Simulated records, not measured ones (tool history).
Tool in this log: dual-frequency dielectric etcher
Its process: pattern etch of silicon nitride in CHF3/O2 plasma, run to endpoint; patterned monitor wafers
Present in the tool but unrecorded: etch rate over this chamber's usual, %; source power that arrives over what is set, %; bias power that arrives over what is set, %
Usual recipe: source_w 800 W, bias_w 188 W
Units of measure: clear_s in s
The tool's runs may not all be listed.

run	hour	source_w	bias_w	wafers since the last listed run	hours since the last wet clean	hours since the last source power generator calibration	hours since the last bias power generator calibration	hours since the last upper electrode change	incoming incoming film thickness, nm	clear_s
1	0	800	188	0	384	2614.4	3857.2	3525.4	109	62.1
2	19.6	800	188	210	403.6	2634	3876.8	3545	108.6	61.3
3	44.8	650	213	270	428.8	2659.2	3902	3570.2	108.9	62
# hour 75.8: upper electrode replaced
4	76.3	800	169	80	460.3	2690.7	3933.5	0.5	107.8	63.8
5	90.5	800	169	152	474.5	2704.9	3947.7	14.7	108.6	64.3
6	115.4	800	169	266	499.4	2729.8	3972.6	39.6	109.4	64.6
7	133.4	680	188	192	517.4	2747.8	3990.6	57.6	108.5	64.2
8	146.2	680	188	137	530.2	2760.6	4003.4	70.4	108.2	64
9	159	680	188	137	543	2773.4	4016.2	83.2	108.7	64.3
10	180.1	800	211	226	564.1	2794.5	4037.3	104.3	107.9	58.1
# hour 223.5: wet clean of the chamber
11	224	800	211	213	0.5	2838.4	4081.2	148.2	107.7	58.3
12	224.4	800	188	4	0.9	2838.8	4081.6	148.6	108.4	61.5
# hour 232: source power generator calibrated
13	246	960	159	188	22.5	14	4103.2	170.2	107.6	62.2
14	265.2	960	159	205	41.7	33.2	4122.4	189.4	108.3	62.3
15	296.9	730	150	339	73.4	64.9	4154.1	221.1	108.1	69.1
16	326	800	188	311	102.5	94	4183.2	250.2	107.8	61.4
17	349.2	650	156	248	125.7	117.2	4206.4	273.4	107.8	70.7
18	362.9	800	188	146	139.4	130.9	4220.1	287.1	107.9	61.3
19	387.8	670	172	266	164.3	155.8	4245	312	109.2	67.5
20	401.5	660	171	146	178	169.5	4258.7	325.7	108.1	67.6
21	427.3	970	215	276	203.8	195.3	4284.5	351.5	108.5	55.3
22	448.6	800	188	228	225.1	216.6	4305.8	372.8	108.5	61.2
# hour 469.3: bias power generator calibrated
23	469.8	1000	216	184	246.3	237.8	0.5	394	109.1	54.8
24	481.9	800	169	129	258.4	249.9	12.6	406.1	107.8	64.3
25	514.1	800	188	345	290.6	282.1	44.8	438.3	107.1	61.2
26	536.6	800	188	241	313.1	304.6	67.3	460.8	108.3	61.3
27	563.6	860	143	289	340.1	331.6	94.3	487.8	109.1	67.7
28	575.6	710	215	128	352.1	343.6	106.3	499.8	108.6	60.7
29	602.7	800	188	290	379.2	370.7	133.4	526.9	107.1	60.8
30	617.6	680	231	159	394.1	385.6	148.3	541.8	108.2	58.5
31	629.8	620	188	130	406.3	397.8	160.5	554	108.8	66.4
32	649.5	640	230	211	426	417.5	180.2	573.7	108.8	60.9
33	683.8	800	188	367	460.3	451.8	214.5	608	107.9	61.6
34	697.5	800	188	146	474	465.5	228.2	621.7	108.8	61.5
35	731.8	630	188	367	508.3	499.8	262.5	656	108.1	65.4
36	756.8	690	211	267	533.3	524.8	287.5	681	108	60.6

What was the tool's hidden state at every run in the log?
etch rate over this chamber's usual, %: 0, the same for each run
source power that arrives over what is set, %: 0, the same for each run
bias power that arrives over what is set, %: 0, the same for each run

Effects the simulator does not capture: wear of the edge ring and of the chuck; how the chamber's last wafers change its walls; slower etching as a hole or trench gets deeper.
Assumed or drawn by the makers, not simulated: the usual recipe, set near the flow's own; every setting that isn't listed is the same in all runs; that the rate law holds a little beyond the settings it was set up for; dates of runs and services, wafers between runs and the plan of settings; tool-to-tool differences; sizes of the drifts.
